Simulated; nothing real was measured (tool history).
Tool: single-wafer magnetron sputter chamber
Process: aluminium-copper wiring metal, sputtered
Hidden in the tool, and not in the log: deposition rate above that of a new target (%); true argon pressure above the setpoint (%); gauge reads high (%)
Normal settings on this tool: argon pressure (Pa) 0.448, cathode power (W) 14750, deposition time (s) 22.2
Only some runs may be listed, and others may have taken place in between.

run,hour,argon pressure (Pa),cathode power (W),deposition time (s),wafers since the last listed run,wafers on the sputter target,hours since the last manometer calibration,hours since the magnet pack was replaced,hours since the gauge calibration,"read-back reference wafer on the same gauge, thickness_nm",mean film thickness on the monitor wafer (nm)
1,0,0.501,14750,22.2,0,108,2590.5,7034,136.3,520.246,526.805
2,30.5,0.448,13400,22.2,475,584,2621,7064.5,166.8,520.562,514.56
3,43,0.448,13400,22.2,195,779,2633.5,7077,179.3,520.888,514.866
4,61.7,0.448,13400,22.2,291,1071,2652.2,7095.7,198,520.641,513.045
5,90.4,0.448,14750,22.2,447,1519,2680.9,7124.4,226.7,519.79,548.581
6,121.9,0.448,14750,22.2,491,2010,2712.4,7155.9,258.2,519.976,545.868
7,148.3,0.448,13100,22.2,411,2422,2738.8,7182.3,284.6,519.599,504.47
8,169.8,0.448,14750,22.2,335,2758,2760.3,7203.8,306.1,520.594,549.989
9,193.8,0.448,14750,22.2,374,3132,2784.3,7227.8,330.1,519.04,545.579
10,208.3,0.448,14750,22.2,226,3358,2798.8,7242.3,344.6,520.232,547.63
# hour 234.2: gauge calibrated
# hour 239.1: magnet pack replaced
11,239.6,0.448,14750,22.2,363,3722,2830.1,0.5,5.4,519.157,543.548
12,254.6,0.448,14750,22.2,234,3956,2845.1,15.5,20.4,519.872,542.869
13,270.1,0.448,14750,20.5,241,4198,2860.6,31,35.9,520.723,507.104
14,288.5,0.448,14750,20.5,287,4485,2879,49.4,54.3,521.235,504.231
15,317.1,0.448,14750,20.5,446,4931,2907.6,78,82.9,520.316,501.15
16,340.9,0.448,14750,23.5,371,5303,2931.4,101.8,106.7,519.867,578.386
17,360.9,0.448,14750,23.5,312,5615,2951.4,121.8,126.7,519.758,578.547
18,390.1,0.535,14750,20.1,455,6070,2980.6,151,155.9,520.122,458.174
19,406.3,0.38,18300,21.1,252,6323,2996.8,167.2,172.1,520.77,640.142
# hour 415.2: sputter target and shields replaced
20,434.1,0.448,14750,24.4,308,295,3024.6,195,199.9,520.106,596.967
21,456,0.5,11650,19.6,341,637,3046.5,216.9,221.8,520.412,392.568
22,478.6,0.448,14750,22.2,352,989,3069.1,239.5,244.4,519.831,544.695
23,508.2,0.448,14750,22.2,461,1451,3098.7,269.1,274,520.242,545.224
# hour 541.6: capacitance manometer re-zeroed and calibrated
24,543,0.275,14750,22.2,418,1869,1.4,303.9,308.8,518.721,653.272
25,564.1,0.521,14750,18.5,329,2199,22.5,325,329.9,519.183,456.117
26,578.7,0.317,13750,18.1,227,2427,37.1,339.6,344.5,520.075,491.369
# hour 607.2: gauge calibrated
27,608.8,0.448,14750,22.2,469,2896,67.2,369.7,1.6,520.567,574.896
28,622.1,0.448,17150,23.8,207,3104,80.5,383,14.9,519.956,686.221
29,639.2,0.528,14750,23.9,266,3371,97.6,400.1,32,519.352,586.206
30,669.9,0.448,14750,22.2,479,3850,128.3,430.8,62.7,520.006,574.764
31,695.2,0.361,18200,22.2,394,4244,153.6,456.1,88,520.986,710.28
32,729.5,0.448,13100,22.2,535,4780,187.9,490.4,122.3,520.613,530.253
33,750.2,0.448,14750,22.2,322,5103,208.6,511.1,143,519.295,572.945
34,766.8,0.448,12850,26.3,259,5362,225.2,527.7,159.6,520.05,616.305

3 ways to go on from here, each from the tool as it stands after run 34. What would each give?
A,767.2,0.448,16400,22.2,6,5368,225.6,528.1,160,?,?
B,767.2,0.627,14750,22.2,6,5368,225.6,528.1,160,?,?
C,767.2,0.283,11750,19,6,5368,225.6,528.1,160,?,?

run,"read-back reference wafer on the same gauge, thickness_nm",mean film thickness on the monitor wafer (nm)
A,520.992,616.804
B,520.992,504.327
C,520.992,476.681
With the hidden condition removed and each run's random variation left untouched, the same runs would have given:
run,mean film thickness on the monitor wafer (nm)
A,620.251
B,508.482
C,478.053
